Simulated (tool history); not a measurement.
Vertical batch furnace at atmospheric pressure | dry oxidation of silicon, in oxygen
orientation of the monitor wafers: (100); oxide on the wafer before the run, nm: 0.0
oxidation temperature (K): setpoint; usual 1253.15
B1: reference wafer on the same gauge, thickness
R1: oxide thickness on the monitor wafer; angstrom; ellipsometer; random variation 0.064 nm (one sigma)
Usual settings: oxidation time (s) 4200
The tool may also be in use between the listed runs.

run 1 day=0 | oxidation_temperature_(K)=1242.15 oxidation_time_(s)=5730 | B1=39.79 | R1=487.3
run 2 day=0.617 | oxidation_temperature_(K)=1242.15 oxidation_time_(s)=5730 | B1=39.81 | R1=487.7
run 3 day=1.492 | oxidation_temperature_(K)=1266.15 oxidation_time_(s)=4200 | B1=39.79 | R1=483.3
run 4 day=2.1 | oxidation_temperature_(K)=1253.15 oxidation_time_(s)=4650 | B1=39.8 | R1=459.6
run 5 day=3.017 | oxidation_temperature_(K)=1265.15 oxidation_time_(s)=4200 | B1=39.82 | R1=479.1
run 6 day=4.362 | oxidation_temperature_(K)=1265.15 oxidation_time_(s)=4200 | B1=39.8 | R1=478.7
-- day=5.446 gauge calibrated
-- day=5.642 boat lift adjusted
-- day=5.804 thermocouples replaced and temperature profile calibrated
run 7 day=5.825 | oxidation_temperature_(K)=1265.15 oxidation_time_(s)=4200 | B1=39.79 | R1=478.4
run 8 day=6.658 | oxidation_temperature_(K)=1253.15 oxidation_time_(s)=4200 | B1=39.78 | R1=429.4
run 9 day=7.808 | oxidation_temperature_(K)=1253.15 oxidation_time_(s)=4200 | B1=39.8 | R1=428.6
run 10 day=8.946 | oxidation_temperature_(K)=1253.15 oxidation_time_(s)=4200 | B1=39.8 | R1=428.8
run 11 day=10.204 | oxidation_temperature_(K)=1230.15 oxidation_time_(s)=4830 | B1=39.8 | R1=392.2
run 12 day=10.9 | oxidation_temperature_(K)=1239.15 oxidation_time_(s)=2850 | B1=39.79 | R1=299.2
run 13 day=11.958 | oxidation_temperature_(K)=1267.15 oxidation_time_(s)=6120 | B1=39.81 | R1=628.2
run 14 day=12.512 | oxidation_temperature_(K)=1235.15 oxidation_time_(s)=2550 | B1=39.83 | R1=271.6
run 15 day=13.55 | oxidation_temperature_(K)=1229.15 oxidation_time_(s)=5730 | B1=39.8 | R1=437.4
run 16 day=14.796 | oxidation_temperature_(K)=1253.15 oxidation_time_(s)=4650 | B1=39.8 | R1=460.1
run 17 day=15.496 | oxidation_temperature_(K)=1240.15 oxidation_time_(s)=2910 | B1=39.79 | R1=307
-- day=16.475 gauge calibrated
run 18 day=16.983 | oxidation_temperature_(K)=1240.15 oxidation_time_(s)=3420 | B1=39.79 | R1=339
run 19 day=17.583 | oxidation_temperature_(K)=1253.15 oxidation_time_(s)=2130 | B1=39.81 | R1=279.8

The tool's hidden state at each run:
true tube temperature minus thermocouple reading, K: 0 in every run
monitor wafer colder than the profiled boat position, K: 0 in every run
gauge reads high (%): 0 in every run

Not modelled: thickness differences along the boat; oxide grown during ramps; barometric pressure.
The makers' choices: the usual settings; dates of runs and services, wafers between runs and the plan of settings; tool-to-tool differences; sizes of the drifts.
